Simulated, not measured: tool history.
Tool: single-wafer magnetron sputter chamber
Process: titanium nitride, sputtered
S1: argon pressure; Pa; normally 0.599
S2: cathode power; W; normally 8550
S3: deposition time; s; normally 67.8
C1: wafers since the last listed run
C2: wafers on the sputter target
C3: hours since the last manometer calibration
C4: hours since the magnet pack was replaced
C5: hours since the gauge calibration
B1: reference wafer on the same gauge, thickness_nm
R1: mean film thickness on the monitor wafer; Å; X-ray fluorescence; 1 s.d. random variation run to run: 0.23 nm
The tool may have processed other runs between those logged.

| run | hour | S1 | S2 | S3 | C1 | C2 | C3 | C4 | C5 | B1 | R1 |
|---|---|---|---|---|---|---|---|---|---|---|---|
| 1 | 0.0 | 0.599 | 8550 | 67.8 | 0 | 6817 | 1788.4 | 4706.8 | 547.5 | 117.911 | 977.28 |
| 2 | 6.2 | 0.599 | 8550 | 67.8 | 92 | 6910 | 1794.6 | 4713.0 | 553.7 | 118.063 | 976.73 |
| 3 | 15.9 | 0.599 | 8550 | 67.8 | 145 | 7055 | 1804.3 | 4722.7 | 563.4 | 118.056 | 973.56 |
| 4 | 25.9 | 0.599 | 8550 | 67.8 | 149 | 7205 | 1814.3 | 4732.7 | 573.4 | 117.973 | 972.55 |
| 5 | 39.6 | 0.599 | 8550 | 67.8 | 205 | 7410 | 1828.0 | 4746.4 | 587.1 | 117.964 | 972.68 |
| 6 | 54.7 | 0.599 | 8550 | 67.8 | 226 | 7636 | 1843.1 | 4761.5 | 602.2 | 118.047 | 974.24 |
|  | 66.0 | sputter target and shields replaced |
| 7 | 72.5 | 0.599 | 8550 | 67.8 | 146 | 96 | 1860.9 | 4779.3 | 620.0 | 118.003 | 1004.76 |
|  | 77.2 | gauge calibrated |
|  | 83.1 | magnet pack replaced |
| 8 | 83.6 | 0.599 | 8550 | 67.8 | 46 | 143 | 1872.0 | 0.5 | 6.4 | 117.950 | 1000.44 |
| 9 | 91.2 | 0.599 | 8550 | 67.8 | 113 | 257 | 1879.6 | 8.1 | 14.0 | 118.002 | 999.79 |
| 10 | 99.7 | 0.599 | 8550 | 67.8 | 127 | 384 | 1888.1 | 16.6 | 22.5 | 118.009 | 998.52 |
| 11 | 111.6 | 0.599 | 7900 | 71.0 | 178 | 562 | 1900.0 | 28.5 | 34.4 | 117.986 | 968.72 |
| 12 | 125.3 | 0.599 | 7900 | 71.0 | 205 | 767 | 1913.7 | 42.2 | 48.1 | 117.985 | 966.37 |
| 13 | 133.1 | 0.599 | 8550 | 67.8 | 116 | 884 | 1921.5 | 50.0 | 55.9 | 117.942 | 995.40 |
| 14 | 147.8 | 0.706 | 9850 | 78.2 | 220 | 1104 | 1936.2 | 64.7 | 70.6 | 118.021 | 1280.01 |
| 15 | 162.7 | 0.671 | 8550 | 73.9 | 223 | 1327 | 1951.1 | 79.6 | 85.5 | 118.003 | 1059.15 |
| 16 | 179.8 | 0.697 | 10050 | 57.4 | 256 | 1583 | 1968.2 | 96.7 | 102.6 | 118.047 | 959.65 |
| 17 | 191.8 | 0.772 | 7900 | 80.4 | 179 | 1763 | 1980.2 | 108.7 | 114.6 | 117.909 | 1031.07 |
| 18 | 206.7 | 0.599 | 8550 | 67.8 | 223 | 1986 | 1995.1 | 123.6 | 129.5 | 118.015 | 988.55 |
| 19 | 216.1 | 0.599 | 8550 | 67.8 | 140 | 2127 | 2004.5 | 133.0 | 138.9 | 117.962 | 990.87 |
| 20 | 236.3 | 0.674 | 7150 | 64.3 | 302 | 2430 | 2024.7 | 153.2 | 159.1 | 118.044 | 763.76 |
| 21 | 244.7 | 0.671 | 8550 | 77.5 | 125 | 2555 | 2033.1 | 161.6 | 167.5 | 117.992 | 1101.09 |
| 22 | 262.4 | 0.698 | 8550 | 67.8 | 265 | 2820 | 2050.8 | 179.3 | 185.2 | 118.090 | 954.07 |
| 23 | 271.9 | 0.599 | 7950 | 63.7 | 142 | 2963 | 2060.3 | 188.8 | 194.7 | 117.987 | 856.87 |
| 24 | 284.3 | 0.599 | 8550 | 67.8 | 185 | 3148 | 2072.7 | 201.2 | 207.1 | 118.042 | 984.37 |
|  | 297.6 | capacitance manometer re-zeroed and calibrated |
| 25 | 298.1 | 0.821 | 6600 | 67.8 | 86 | 3235 | 0.5 | 215.0 | 220.9 | 117.965 | 710.43 |
| 26 | 304.3 | 0.599 | 8550 | 67.8 | 92 | 3328 | 6.7 | 221.2 | 227.1 | 117.964 | 980.00 |
| 27 | 318.6 | 0.489 | 8550 | 79.1 | 214 | 3542 | 21.0 | 235.5 | 241.4 | 117.990 | 1184.30 |
| 28 | 341.1 | 0.376 | 8550 | 67.8 | 336 | 3879 | 43.5 | 258.0 | 263.9 | 118.007 | 1047.06 |
| 29 | 354.6 | 0.491 | 8550 | 76.4 | 202 | 4081 | 57.0 | 271.5 | 277.4 | 118.011 | 1144.65 |
| 30 | 371.8 | 0.449 | 10150 | 60.2 | 257 | 4339 | 74.2 | 288.7 | 294.6 | 118.002 | 1083.03 |
| 31 | 382.0 | 0.599 | 8550 | 67.8 | 152 | 4492 | 84.4 | 298.9 | 304.8 | 118.040 | 980.99 |
| 32 | 400.0 | 0.599 | 8550 | 61.7 | 269 | 4761 | 102.4 | 316.9 | 322.8 | 117.989 | 888.92 |
| 33 | 435.3 | 0.396 | 10600 | 77.3 | 528 | 5290 | 137.7 | 352.2 | 358.1 | 118.062 | 1473.07 |
| 34 | 446.9 | 0.599 | 8550 | 77.1 | 173 | 5464 | 149.3 | 363.8 | 369.7 | 118.038 | 1114.25 |
| 35 | 460.9 | 0.432 | 9100 | 67.8 | 209 | 5673 | 163.3 | 377.8 | 383.7 | 118.028 | 1090.77 |
| 36 | 478.0 | 0.794 | 8550 | 67.8 | 256 | 5929 | 180.4 | 394.9 | 400.8 | 118.009 | 921.33 |

Give the tool's hidden conditions for every run:
true argon pressure above the setpoint (%): 0, the same for each run
gauge reads high (%): 0, the same for each run
H1: deposition rate above that of a new target (%)
| run | H1 |
|---|---|
| 1 | -3.4 |
| 2 | -3.41 |
| 3 | -3.42 |
| 4 | -3.44 |
| 5 | -3.46 |
| 6 | -3.48 |
| 7 | -0.462 |
| 8 | -0.637 |
| 9 | -0.75 |
| 10 | -0.873 |
| 11 | -1.04 |
| 12 | -1.21 |
| 13 | -1.3 |
| 14 | -1.47 |
| 15 | -1.63 |
| 16 | -1.8 |
| 17 | -1.91 |
| 18 | -2.03 |
| 19 | -2.11 |
| 20 | -2.25 |
| 21 | -2.31 |
| 22 | -2.42 |
| 23 | -2.48 |
| 24 | -2.55 |
| 25 | -2.62 |
| 26 | -2.65 |
| 27 | -2.72 |
| 28 | -2.82 |
| 29 | -2.87 |
| 30 | -2.93 |
| 31 | -2.97 |
| 32 | -3.03 |
| 33 | -3.12 |
| 34 | -3.15 |
| 35 | -3.18 |
| 36 | -3.22 |
